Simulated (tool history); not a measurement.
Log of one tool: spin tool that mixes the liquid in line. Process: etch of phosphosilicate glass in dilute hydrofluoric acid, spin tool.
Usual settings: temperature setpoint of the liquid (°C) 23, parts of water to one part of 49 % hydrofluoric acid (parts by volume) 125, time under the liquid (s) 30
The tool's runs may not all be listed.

run	day	temperature setpoint of the liquid (°C)	parts of water to one part of 49 % hydrofluoric acid (parts by volume)	time under the liquid (s)	wafers since the last listed run	hours since the thermometer was replaced	hours since the hydrofluoric acid flow meter was replaced	hours since the gauge calibration	read-back film thickness of the phosphosilicate glass reference wafer, read on the same gauge (nm)	thickness taken off the phosphosilicate glass on a monitor wafer (Å)
1	0	23	125	30	0	484.5	1082.5	634.9	48.04	159.4
2	4.058	21	125	30	1623	581.9	1179.9	732.3	47.94	146.1
3	6.092	21	125	30	813	630.7	1228.7	781.1	47.84	146.1
4	7.283	21	125	30	476	659.3	1257.3	809.7	47.85	147.9
5	8.325	23	125	30	416	684.3	1282.3	834.7	47.8	159.9
6	10.704	23	125	30	951	741.4	1339.4	891.8	47.83	157.2
7	16.683	23	125	30	2392	884.9	1482.9	1035.3	47.81	158.7
8	18.242	23	90	40	623	922.3	1520.3	1072.7	47.78	306.1
# day 19.175: thermometer replaced
# day 20.071: hydrofluoric acid flow meter replaced
# day 20.354: gauge calibrated
9	21.229	25.5	125	35	1161	49.3	27.8	21	49.76	210.1
10	22.604	25.5	125	35	550	82.3	60.8	54	49.58	210.2
11	23.8	25.5	125	35	478	111	89.5	82.7	49.43	210.5
12	26.471	21.5	125	30	1068	175.1	153.6	146.8	49.1	154.5
13	29.454	23	85	30	1193	246.7	225.2	218.4	48.83	247.9
14	32.379	23	125	30	1170	316.9	295.4	288.6	48.62	162.4
15	34.417	21.5	100	15	815	365.8	344.3	337.5	48.47	98.5
16	36.325	27	160	40	763	411.6	390.1	383.3	48.39	186.9
17	38.242	23	90	40	766	457.6	436.1	429.3	48.28	309
18	39.254	20.5	180	20	405	481.9	460.4	453.6	48.27	63.2
19	40.6	23	125	30	538	514.2	492.7	485.9	48.2	160.6
20	42.671	26.5	175	40	828	563.9	542.4	535.6	48.13	163.5
21	44.488	23	90	40	726	607.5	586	579.2	48.02	308.8
22	45.688	27.5	100	40	480	636.3	614.8	608	48.09	327.5
23	47.425	23	125	40	695	678	656.5	649.7	48.02	212.7
24	48.862	23	185	30	575	712.5	691	684.2	48	100.7
25	50.446	23	125	30	633	750.5	729	722.2	47.88	161.3
26	53.438	23	95	30	1196	822.3	800.8	794	47.9	215.3
27	54.521	25.5	125	15	433	848.3	826.8	820	47.89	87
# day 56.125: thermometer replaced
28	57.067	23	125	45	1001	22.6	887.9	881.1	47.86	236.3

Forecast each of these 5 alternatives for the next run:
A	57.083	23	70	30	6	23	888.3	881.5	?	?
B	57.083	23	125	20	6	23	888.3	881.5	?	?
C	57.083	25	160	15	6	23	888.3	881.5	?	?
D	57.083	18.5	155	20	6	23	888.3	881.5	?	?
E	57.083	19.5	125	30	6	23	888.3	881.5	?	?

run	read-back film thickness of the phosphosilicate glass reference wafer, read on the same gauge (nm)	thickness taken off the phosphosilicate glass on a monitor wafer (Å)
A	47.86	303.9
B	47.86	106.2
C	47.86	64.5
D	47.86	69.3
E	47.86	138.5
Without the tool's hidden state the same runs would have given:
run	thickness taken off the phosphosilicate glass on a monitor wafer (Å)
A	317.6
B	111
C	67.4
D	72.5
E	144.7
